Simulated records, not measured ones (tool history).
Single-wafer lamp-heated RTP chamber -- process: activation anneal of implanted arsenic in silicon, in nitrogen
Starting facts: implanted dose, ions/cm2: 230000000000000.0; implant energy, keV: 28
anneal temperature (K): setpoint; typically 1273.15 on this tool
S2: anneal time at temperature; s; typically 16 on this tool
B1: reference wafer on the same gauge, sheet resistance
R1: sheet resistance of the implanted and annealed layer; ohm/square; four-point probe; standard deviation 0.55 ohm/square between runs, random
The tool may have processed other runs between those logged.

Run 1, hour 0: usual settings; B1 436.98. Result: R1 365.93 ohm/square.
Run 2, hour 7.6: usual settings; B1 436.34. Result: R1 365.99 ohm/square.
Run 3, hour 22.6: usual settings; B1 436.03. Result: R1 365.95 ohm/square.
Run 4, hour 39.8: usual settings; B1 435.82. Result: R1 364.95 ohm/square.
Run 5, hour 52.1: usual settings but anneal temperature (K) 1253.15, S2 13 s; B1 436.35. Result: R1 367.39 ohm/square.
Run 6, hour 68.7: usual settings but S2 13 s; B1 435.54. Result: R1 366.15 ohm/square.
Run 7, hour 80.7: usual settings but S2 13 s; B1 435.15. Result: R1 365.58 ohm/square.
Run 8, hour 92.2: usual settings; B1 435.11. Result: R1 364.79 ohm/square.
Run 9, hour 105.1: usual settings; B1 434.76. Result: R1 365.38 ohm/square.
Run 10, hour 117: usual settings but anneal temperature (K) 1288.15; B1 434.85. Result: R1 363.46 ohm/square.
Run 11, hour 126.1: usual settings but anneal temperature (K) 1295.15; B1 434.34. Result: R1 362.86 ohm/square.
Run 12, hour 141.3: usual settings; B1 434.12. Result: R1 363.65 ohm/square.
Run 13, hour 151.6: usual settings but S2 21 s; B1 434.48. Result: R1 362.59 ohm/square.
Run 14, hour 168: usual settings but anneal temperature (K) 1264.15; B1 433.92. Result: R1 365.39 ohm/square.
Run 15, hour 184.2: usual settings but anneal temperature (K) 1288.15, S2 23 s; B1 433.67. Result: R1 361.01 ohm/square.
Run 16, hour 202: usual settings but anneal temperature (K) 1261.15, S2 21 s; B1 437.09. Result: R1 366.61 ohm/square.
Run 17, hour 217.5: usual settings but S2 25 s; B1 437.14. Result: R1 365.2 ohm/square.
Run 18, hour 224: usual settings but anneal temperature (K) 1246.15, S2 10 s; B1 436.68. Result: R1 369.24 ohm/square.
Run 19, hour 238.6: usual settings; B1 436.43. Result: R1 365.71 ohm/square.

Not shown: 3 entries that the log had between the listed runs. Between which runs, and how does the tool's hidden state differ before and after?
After run 14, before run 15: reflector plate cleaned (hour 182.6); pyrometer window cleaned and pyrometer calibrated (hour 183.7)
  gauge reads high (%): -0.949 -> -1.01
  difference, measured minus the result without the unlogged condition, R1: -3.5 -> -3.7 ohm/square
After run 15, before run 16: gauge calibrated (hour 186)
  gauge reads high (%): -1.01 -> -0.167
  difference, measured minus the result without the unlogged condition, R1: -3.7 -> -0.61 ohm/square
